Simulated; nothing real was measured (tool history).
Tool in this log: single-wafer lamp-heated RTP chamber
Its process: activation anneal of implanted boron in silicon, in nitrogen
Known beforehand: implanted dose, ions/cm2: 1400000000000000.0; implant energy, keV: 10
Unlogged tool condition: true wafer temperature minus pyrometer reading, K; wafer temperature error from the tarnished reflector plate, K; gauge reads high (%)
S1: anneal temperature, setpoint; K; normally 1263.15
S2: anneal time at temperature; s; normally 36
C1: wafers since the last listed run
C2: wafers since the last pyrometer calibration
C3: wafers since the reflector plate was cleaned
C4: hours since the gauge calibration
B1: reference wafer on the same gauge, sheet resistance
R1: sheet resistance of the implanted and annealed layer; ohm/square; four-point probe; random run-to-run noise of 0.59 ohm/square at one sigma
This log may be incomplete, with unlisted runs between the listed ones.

{"run": 1, "day": 0.0, "S1": 1263.15, "S2": 40, "C1": 0, "C2": 7, "C3": 6060, "C4": 2016.4, "B1": 131.9, "R1": 111.1}
{"run": 2, "day": 1.912, "S1": 1263.15, "S2": 40, "C1": 694, "C2": 702, "C3": 6755, "C4": 2062.3, "B1": 131.87, "R1": 111.41}
{"run": 3, "day": 4.146, "S1": 1263.15, "S2": 36, "C1": 810, "C2": 1513, "C3": 7566, "C4": 2115.9, "B1": 132.02, "R1": 111.22}
{"run": 4, "day": 8.221, "S1": 1263.15, "S2": 36, "C1": 1479, "C2": 2992, "C3": 9045, "C4": 2213.7, "B1": 131.82, "R1": 110.59}
{"day": 12.338, "done": "reflector plate cleaned"}
{"run": 5, "day": 12.358, "S1": 1263.15, "S2": 36, "C1": 1381, "C2": 4374, "C3": 7, "C4": 2313, "B1": 131.92, "R1": 114.32}
{"run": 6, "day": 15.892, "S1": 1263.15, "S2": 36, "C1": 1282, "C2": 5657, "C3": 1290, "C4": 2397.8, "B1": 131.84, "R1": 112.94}
{"run": 7, "day": 19.238, "S1": 1263.15, "S2": 36, "C1": 1214, "C2": 6871, "C3": 2504, "C4": 2478.1, "B1": 131.95, "R1": 113.42}
{"run": 8, "day": 23.183, "S1": 1263.15, "S2": 36, "C1": 1432, "C2": 8304, "C3": 3937, "C4": 2572.8, "B1": 132.12, "R1": 112.55}
{"run": 9, "day": 26.138, "S1": 1263.15, "S2": 36, "C1": 1072, "C2": 9377, "C3": 5010, "C4": 2643.7, "B1": 131.87, "R1": 111.81}
{"run": 10, "day": 28.512, "S1": 1263.15, "S2": 36, "C1": 862, "C2": 10239, "C3": 5872, "C4": 2700.7, "B1": 131.97, "R1": 111.98}
{"day": 29.433, "done": "pyrometer window cleaned and pyrometer calibrated"}
{"run": 11, "day": 30.517, "S1": 1263.15, "S2": 36, "C1": 606, "C2": 393, "C3": 6479, "C4": 2748.8, "B1": 132.08, "R1": 111.18}
{"run": 12, "day": 34.558, "S1": 1263.15, "S2": 36, "C1": 1467, "C2": 1860, "C3": 7946, "C4": 2845.8, "B1": 132.18, "R1": 111.45}
{"day": 36.238, "done": "gauge calibrated"}
{"day": 37.454, "done": "reflector plate cleaned"}
{"run": 13, "day": 37.475, "S1": 1263.15, "S2": 36, "C1": 937, "C2": 2798, "C3": 7, "C4": 29.7, "B1": 132.01, "R1": 113.33}
{"run": 14, "day": 41.608, "S1": 1263.15, "S2": 36, "C1": 1500, "C2": 4299, "C3": 1508, "C4": 128.9, "B1": 132.19, "R1": 113.57}
{"run": 15, "day": 43.529, "S1": 1238.15, "S2": 28, "C1": 697, "C2": 4996, "C3": 2205, "C4": 175, "B1": 131.99, "R1": 132.63}
{"run": 16, "day": 46.583, "S1": 1263.15, "S2": 36, "C1": 1108, "C2": 6105, "C3": 3314, "C4": 248.3, "B1": 131.79, "R1": 112.75}
{"run": 17, "day": 48.892, "S1": 1263.15, "S2": 36, "C1": 838, "C2": 6944, "C3": 4152, "C4": 303.7, "B1": 132, "R1": 113.02}
{"run": 18, "day": 52.492, "S1": 1240.15, "S2": 49, "C1": 1307, "C2": 8251, "C3": 5460, "C4": 390.1, "B1": 131.97, "R1": 122.49}
{"run": 19, "day": 55.35, "S1": 1281.15, "S2": 19, "C1": 1037, "C2": 9289, "C3": 6497, "C4": 458.7, "B1": 131.99, "R1": 108.42}
{"run": 20, "day": 58.133, "S1": 1263.15, "S2": 50, "C1": 1010, "C2": 10299, "C3": 7508, "C4": 525.5, "B1": 132.14, "R1": 108.88}
{"day": 59.154, "done": "pyrometer window cleaned and pyrometer calibrated"}
{"run": 21, "day": 61.533, "S1": 1292.15, "S2": 55, "C1": 1113, "C2": 863, "C3": 8621, "C4": 607.1, "B1": 131.9, "R1": 95.9}
{"run": 22, "day": 64.829, "S1": 1239.15, "S2": 48, "C1": 1196, "C2": 2060, "C3": 9818, "C4": 686.2, "B1": 132.1, "R1": 120.89}
{"day": 66.575, "done": "reflector plate cleaned"}
{"run": 23, "day": 68.404, "S1": 1254.15, "S2": 28, "C1": 1177, "C2": 3237, "C3": 663, "C4": 772, "B1": 131.94, "R1": 121.06}
{"run": 24, "day": 70.229, "S1": 1263.15, "S2": 36, "C1": 662, "C2": 3900, "C3": 1326, "C4": 815.8, "B1": 132.24, "R1": 113.47}
{"run": 25, "day": 82.871, "S1": 1263.15, "S2": 40, "C1": 4590, "C2": 8490, "C3": 5916, "C4": 1119.2, "B1": 132.08, "R1": 111.54}
{"run": 26, "day": 85.942, "S1": 1291.15, "S2": 44, "C1": 1115, "C2": 9605, "C3": 7031, "C4": 1192.9, "B1": 132, "R1": 100.1}
{"run": 27, "day": 90.379, "S1": 1289.15, "S2": 36, "C1": 1611, "C2": 11216, "C3": 8642, "C4": 1299.4, "B1": 132.15, "R1": 101.79}
{"day": 91.321, "done": "pyrometer window cleaned and pyrometer calibrated"}
{"run": 28, "day": 93.912, "S1": 1250.15, "S2": 36, "C1": 1161, "C2": 941, "C3": 9804, "C4": 1384.2, "B1": 131.86, "R1": 117.27}
{"day": 95.358, "done": "reflector plate cleaned"}
{"run": 29, "day": 97.671, "S1": 1242.15, "S2": 50, "C1": 1243, "C2": 2185, "C3": 840, "C4": 1474.4, "B1": 132.16, "R1": 123.64}
{"run": 30, "day": 99.729, "S1": 1263.15, "S2": 36, "C1": 747, "C2": 2932, "C3": 1587, "C4": 1523.8, "B1": 132.08, "R1": 112.59}
{"run": 31, "day": 102.379, "S1": 1239.15, "S2": 19, "C1": 962, "C2": 3894, "C3": 2549, "C4": 1587.4, "B1": 132.29, "R1": 135}
{"run": 32, "day": 106.046, "S1": 1263.15, "S2": 45, "C1": 1331, "C2": 5226, "C3": 3881, "C4": 1675.4, "B1": 132.02, "R1": 111.56}
{"run": 33, "day": 108.279, "S1": 1240.15, "S2": 36, "C1": 810, "C2": 6037, "C3": 4692, "C4": 1729, "B1": 131.87, "R1": 125.87}
{"run": 34, "day": 112.458, "S1": 1273.15, "S2": 44, "C1": 1517, "C2": 7554, "C3": 6209, "C4": 1829.3, "B1": 131.94, "R1": 106.54}
{"run": 35, "day": 114.288, "S1": 1263.15, "S2": 36, "C1": 664, "C2": 8218, "C3": 6873, "C4": 1873.2, "B1": 131.87, "R1": 110.94}
{"run": 36, "day": 117.667, "S1": 1290.15, "S2": 49, "C1": 1226, "C2": 9445, "C3": 8100, "C4": 1954.3, "B1": 132.09, "R1": 99.1}
{"day": 119.229, "done": "pyrometer window cleaned and pyrometer calibrated"}
{"run": 37, "day": 119.596, "S1": 1263.15, "S2": 21, "C1": 579, "C2": 133, "C3": 8680, "C4": 2000.6, "B1": 131.81, "R1": 114.05}

How would selected steps in R1 from run to run divide? Give the signed amount a tool lacking its hidden state would still show from settings, what came in and random variation, and the signed amount left for the hidden state, including any gauge scatter that is not in both of the compared results.
Run 21 -> 22: S1 1292.15 -> 1239.15, S2 55 -> 48. R1 +24.99 ohm/square: hidden state -3.61, all else +28.6.
Run 22 -> 23: S1 1239.15 -> 1254.15, S2 48 -> 28, reflector plate cleaned. R1 +0.17 ohm/square: hidden state +5.96, all else -5.79.
Run 28 -> 29: S1 1250.15 -> 1242.15, S2 36 -> 50, reflector plate cleaned. R1 +6.37 ohm/square: hidden state +3.66, all else +2.71.
Run 30 -> 31: S1 1263.15 -> 1239.15, S2 36 -> 19. R1 +22.41 ohm/square: hidden state -2.16, all else +24.57.
Run 31 -> 32: S1 1239.15 -> 1263.15, S2 19 -> 45. R1 -23.44 ohm/square: hidden state +1.34, all else -24.78.
